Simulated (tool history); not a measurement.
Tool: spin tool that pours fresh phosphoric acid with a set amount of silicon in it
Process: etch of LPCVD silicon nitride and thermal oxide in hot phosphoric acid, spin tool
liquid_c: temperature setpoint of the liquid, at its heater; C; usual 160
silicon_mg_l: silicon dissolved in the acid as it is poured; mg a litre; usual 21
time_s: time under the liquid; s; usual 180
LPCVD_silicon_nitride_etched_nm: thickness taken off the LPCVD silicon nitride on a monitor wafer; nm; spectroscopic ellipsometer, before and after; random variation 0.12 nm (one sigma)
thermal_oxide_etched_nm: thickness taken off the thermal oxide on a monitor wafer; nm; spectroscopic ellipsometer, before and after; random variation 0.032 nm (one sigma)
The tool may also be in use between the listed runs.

run	day	liquid_c	silicon_mg_l	time_s	read-back film thickness of the LPCVD silicon nitride reference wafer, read on the same gauge (nm)	read-back film thickness of the thermal oxide reference wafer, read on the same gauge (nm)	LPCVD_silicon_nitride_etched_nm	thermal_oxide_etched_nm
1	0	160	21	140	70.03	140.008	12.34	0.182
2	0.296	160	21	140	70.02	139.973	12.2	0.196
3	0.646	160	21	140	70.01	139.976	12.26	0.191
# day 0.704: gauge calibrated
4	1.483	160	21	180	70	140.015	15.69	0.256
5	2.008	160	21	180	70.01	139.966	15.58	0.235
6	2.696	160	21	180	69.98	140.018	15.76	0.22
7	3.383	160	21	180	69.99	140.023	15.48	0.207
# day 4.508: heated supply line repaired
# day 4.838: thermometer replaced
8	5.188	157.5	13	180	69.99	139.981	15.84	0.279
9	5.65	157.5	13	180	69.95	140.024	15.86	0.291
10	6.033	159	13	105	70.05	140.046	9.78	0.183
# day 6.096: gauge calibrated
11	7.188	162.5	7	210	70.01	140.002	22.05	0.672
# day 7.433: dissolved silicon flow meter replaced
12	7.712	157.5	10	95	70.01	140.001	8.34	0.175
13	8.025	162.5	21	85	69.99	140.036	8.84	0.189
14	8.662	162.5	27.5	290	69.97	140.009	30.15	0.424
15	9.288	161	21	180	69.98	140.025	17.72	0.309
16	9.604	157.5	13	180	70.02	140.042	15.86	0.325
17	10.092	158.5	21	180	70.03	140.035	16.25	0.249
18	10.421	160	21	245	70.01	139.976	23.21	0.433

Hidden state or all else? Some run-to-run changes of LPCVD_silicon_nitride_etched_nm, split into what the settings, what came in and random variation would give without the hidden state, and what is left for the hidden state (with any gauge scatter that isn't in both results):
The hidden state here: liquid hotter than its thermometer reads (K); dissolved silicon flow below the setpoint (%); temperature lost on the way to the wafer (K); gauge reads high (%).
Run 7 -> 8: liquid_c 160 -> 157.5, silicon_mg_l 21 -> 13, heated supply line repaired, thermometer replaced. LPCVD_silicon_nitride_etched_nm +0.36 nm: hidden state +1.8, all else -1.44.
Run 13 -> 14: silicon_mg_l 21 -> 27.5, time_s 85 -> 290. LPCVD_silicon_nitride_etched_nm +21.31 nm: hidden state -0.33, all else +21.64.
